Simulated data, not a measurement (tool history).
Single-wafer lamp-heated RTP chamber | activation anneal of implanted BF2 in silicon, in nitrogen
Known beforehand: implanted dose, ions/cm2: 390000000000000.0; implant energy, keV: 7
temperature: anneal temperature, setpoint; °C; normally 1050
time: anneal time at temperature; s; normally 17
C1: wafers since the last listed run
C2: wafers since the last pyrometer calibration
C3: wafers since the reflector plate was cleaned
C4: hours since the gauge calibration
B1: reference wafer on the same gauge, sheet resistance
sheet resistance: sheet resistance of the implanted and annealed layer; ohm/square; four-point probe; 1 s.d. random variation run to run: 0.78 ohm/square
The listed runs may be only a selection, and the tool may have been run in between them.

Run 1, hour 0.0: usual settings but temperature 1060 °C, time 15 s; C1 0; C2 1604; C3 10181; C4 332.3; B1 371.03. Result: sheet resistance 349.17 ohm/square.
Run 2, hour 24.6: usual settings; C1 271; C2 1876; C3 10453; C4 356.9; B1 370.92. Result: sheet resistance 355.29 ohm/square.
At hour 77.0: pyrometer window cleaned and pyrometer calibrated.
Run 3, hour 77.5: usual settings; C1 496; C2 5; C3 10949; C4 409.8; B1 371.00. Result: sheet resistance 361.58 ohm/square.
Run 4, hour 133.8: usual settings; C1 622; C2 627; C3 11571; C4 466.1; B1 371.00. Result: sheet resistance 360.83 ohm/square.
Run 5, hour 159.8: usual settings but temperature 1065 °C; C1 287; C2 915; C3 11859; C4 492.1; B1 371.05. Result: sheet resistance 342.66 ohm/square.
Run 6, hour 176.7: usual settings but temperature 1065 °C; C1 186; C2 1102; C3 12046; C4 509.0; B1 370.81. Result: sheet resistance 343.49 ohm/square.
Run 7, hour 190.2: usual settings but temperature 1059 °C; C1 149; C2 1251; C3 12195; C4 522.5; B1 371.05. Result: sheet resistance 348.55 ohm/square.
Run 8, hour 209.0: usual settings but temperature 1059 °C; C1 207; C2 1459; C3 12403; C4 541.3; B1 370.87. Result: sheet resistance 347.49 ohm/square.
At hour 250.3: reflector plate cleaned.
At hour 281.1: pyrometer window cleaned and pyrometer calibrated.
Run 9, hour 281.6: usual settings; C1 625; C2 5; C3 257; C4 613.9; B1 371.15. Result: sheet resistance 359.76 ohm/square.
Run 10, hour 297.7: usual settings but time 23 s; C1 177; C2 183; C3 435; C4 630.0; B1 371.10. Result: sheet resistance 348.10 ohm/square.
Run 11, hour 312.6: usual settings but time 23 s; C1 164; C2 348; C3 599; C4 644.9; B1 371.02. Result: sheet resistance 347.24 ohm/square.
Run 12, hour 345.9: usual settings; C1 368; C2 716; C3 968; C4 678.2; B1 370.94. Result: sheet resistance 357.75 ohm/square.
Run 13, hour 367.8: usual settings; C1 242; C2 958; C3 1210; C4 700.1; B1 371.03. Result: sheet resistance 358.03 ohm/square.
Run 14, hour 399.5: usual settings; C1 350; C2 1308; C3 1560; C4 731.8; B1 371.04. Result: sheet resistance 358.56 ohm/square.
Run 15, hour 412.9: usual settings but temperature 1042 °C, time 26 s; C1 148; C2 1456; C3 1708; C4 745.2; B1 371.07. Result: sheet resistance 349.36 ohm/square.
Run 16, hour 436.2: usual settings but temperature 1022 °C, time 8 s; C1 257; C2 1714; C3 1966; C4 768.5; B1 371.04. Result: sheet resistance 415.81 ohm/square.
Run 17, hour 470.0: usual settings but time 23 s; C1 373; C2 2088; C3 2339; C4 802.3; B1 371.04. Result: sheet resistance 340.61 ohm/square.
At hour 474.6: gauge calibrated.
Run 18, hour 505.0: usual settings; C1 386; C2 2474; C3 2726; C4 30.4; B1 370.92. Result: sheet resistance 351.02 ohm/square.
At hour 536.7: pyrometer window cleaned and pyrometer calibrated.
Run 19, hour 539.0: usual settings but temperature 1063 °C, time 13 s; C1 287; C2 25; C3 3014; C4 64.4; B1 370.93. Result: sheet resistance 354.55 ohm/square.
Run 20, hour 553.7: usual settings but temperature 1026 °C, time 27 s; C1 162; C2 188; C3 3176; C4 79.1; B1 371.04. Result: sheet resistance 374.04 ohm/square.
Run 21, hour 585.2: usual settings but time 26 s; C1 348; C2 536; C3 3524; C4 110.6; B1 371.06. Result: sheet resistance 342.56 ohm/square.
Run 22, hour 601.1: usual settings; C1 175; C2 712; C3 3700; C4 126.5; B1 371.08. Result: sheet resistance 358.50 ohm/square.
Run 23, hour 634.5: usual settings but time 7 s; C1 369; C2 1081; C3 4069; C4 159.9; B1 370.94. Result: sheet resistance 391.65 ohm/square.
Run 24, hour 666.3: usual settings but temperature 1063 °C, time 7 s; C1 351; C2 1433; C3 4421; C4 191.7; B1 371.11. Result: sheet resistance 373.29 ohm/square.
Run 25, hour 701.6: usual settings; C1 390; C2 1823; C3 4811; C4 227.0; B1 371.09. Result: sheet resistance 355.54 ohm/square.
Run 26, hour 732.0: usual settings but temperature 1077 °C, time 8 s; C1 336; C2 2159; C3 5147; C4 257.4; B1 371.20. Result: sheet resistance 348.31 ohm/square.
At hour 740.0: pyrometer window cleaned and pyrometer calibrated.
Run 27, hour 764.0: usual settings but temperature 1031 °C, time 12 s; C1 265; C2 265; C3 5413; C4 289.4; B1 371.11. Result: sheet resistance 396.09 ohm/square.
Run 28, hour 786.7: usual settings; C1 250; C2 516; C3 5664; C4 312.1; B1 371.05. Result: sheet resistance 360.32 ohm/square.
Run 29, hour 809.0: usual settings but time 26 s; C1 246; C2 762; C3 5910; C4 334.4; B1 370.98. Result: sheet resistance 342.25 ohm/square.

What if the next run were any one of these 3? Each begins from the tool's condition after run 29:
Run A, hour 809.4: usual settings but time 12 s; C1 4; C2 767; C3 5914; C4 334.8; B1 ?. Result: sheet resistance ?.
Run B, hour 809.4: usual settings but temperature 1073 °C, time 11 s; C1 4; C2 767; C3 5914; C4 334.8; B1 ?. Result: sheet resistance ?.
Run C, hour 809.4: usual settings but time 20 s; C1 4; C2 767; C3 5914; C4 334.8; B1 ?. Result: sheet resistance ?.

run      B1  sheet resistance
  A  370.95            375.11
  B  370.95            349.86
  C  370.95            354.05
With no hidden state in the tool, these same runs would have given:
run  sheet resistance
  A            376.36
  B            351.06
  C            355.27

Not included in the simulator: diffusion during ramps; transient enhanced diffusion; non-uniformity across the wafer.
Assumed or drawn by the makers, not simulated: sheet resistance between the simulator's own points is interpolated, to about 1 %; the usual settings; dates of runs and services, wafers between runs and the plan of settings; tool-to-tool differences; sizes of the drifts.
